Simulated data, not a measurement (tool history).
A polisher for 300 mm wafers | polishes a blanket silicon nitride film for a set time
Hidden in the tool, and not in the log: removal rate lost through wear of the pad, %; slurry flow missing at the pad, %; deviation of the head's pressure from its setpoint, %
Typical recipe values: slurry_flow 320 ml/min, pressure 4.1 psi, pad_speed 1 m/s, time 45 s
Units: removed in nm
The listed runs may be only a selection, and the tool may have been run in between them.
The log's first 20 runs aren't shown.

run	hour	slurry_flow	pressure	pad_speed	time	wafers since the last listed run	wafers polished on this pad	hours since the slurry nozzle was cleaned	hours since the head pressure was calibrated	incoming thickness of the incoming film, nm	removed
21	1555.4	320	4.1	1	45	686	5622	169.5	695.7	427.6	80.4
22	1621.9	320	4.1	0.84	45	731	6354	236	762.2	429.5	70.3
# hour 1715: worn pad replaced by a new one
23	1720.2	220	4.1	1.26	45	1037	57	334.3	860.5	434.9	91.7
# hour 1753.1: head pressure recalibrated
24	1773.7	410	4.1	1	35	566	624	387.8	20.6	424	68.6
25	1880.7	320	4.1	1	58	1177	1801	494.8	127.6	422.4	111.7
26	1982.3	320	3.6	1	40	1118	2919	596.4	229.2	433	67.7
27	2089.1	320	3.4	1.12	45	1175	4095	703.2	336	433.1	78
28	2173.6	320	4.1	1.14	32	929	5025	787.7	420.5	432.3	65.2
# hour 2202.3: slurry nozzle cleaned
29	2235.2	320	3.5	0.76	45	666	5691	32.9	482.1	424.5	56.9
30	2331.5	320	4.1	1	45	1059	6751	129.2	578.4	424.2	82.7
# hour 2463.9: worn pad replaced by a new one
# hour 2554: head pressure recalibrated
31	2607.8	320	4.1	1	55	2974	1561	405.5	53.8	433.3	104.4
32	2661.5	320	4.1	1.26	52	590	2152	459.2	107.5	427.3	121.1
33	2729.8	285	4.9	1	61	751	2903	527.5	175.8	431	134.9
34	2823.4	320	4.1	1	36	1030	3933	621.1	269.4	433.9	66.5
35	2897.5	380	5.2	0.88	45	815	4749	695.2	343.5	430.8	94.1
36	2978.5	290	4.1	1	45	891	5640	776.2	424.5	433.7	81.9

5 ways to go on from here, each from the tool as it stands after run 36. What would each give?
A	2978.9	320	4.1	0.64	45	4	5645	776.6	424.9	427	?
B	2978.9	320	4.1	0.7	53	4	5645	776.6	424.9	427	?
C	2978.9	320	4.1	1	53	4	5645	776.6	424.9	427	?
D	2978.9	245	4.1	1	45	4	5645	776.6	424.9	427	?
E	2978.9	405	4.1	1.16	45	4	5645	776.6	424.9	427	?

run	removed
A	57.9
B	73.3
C	97.5
D	80.6
E	94.9
What these runs would have given with no unlogged condition in the tool:
run	removed
A	61.4
B	77.7
C	103.3
D	85.4
E	100.6

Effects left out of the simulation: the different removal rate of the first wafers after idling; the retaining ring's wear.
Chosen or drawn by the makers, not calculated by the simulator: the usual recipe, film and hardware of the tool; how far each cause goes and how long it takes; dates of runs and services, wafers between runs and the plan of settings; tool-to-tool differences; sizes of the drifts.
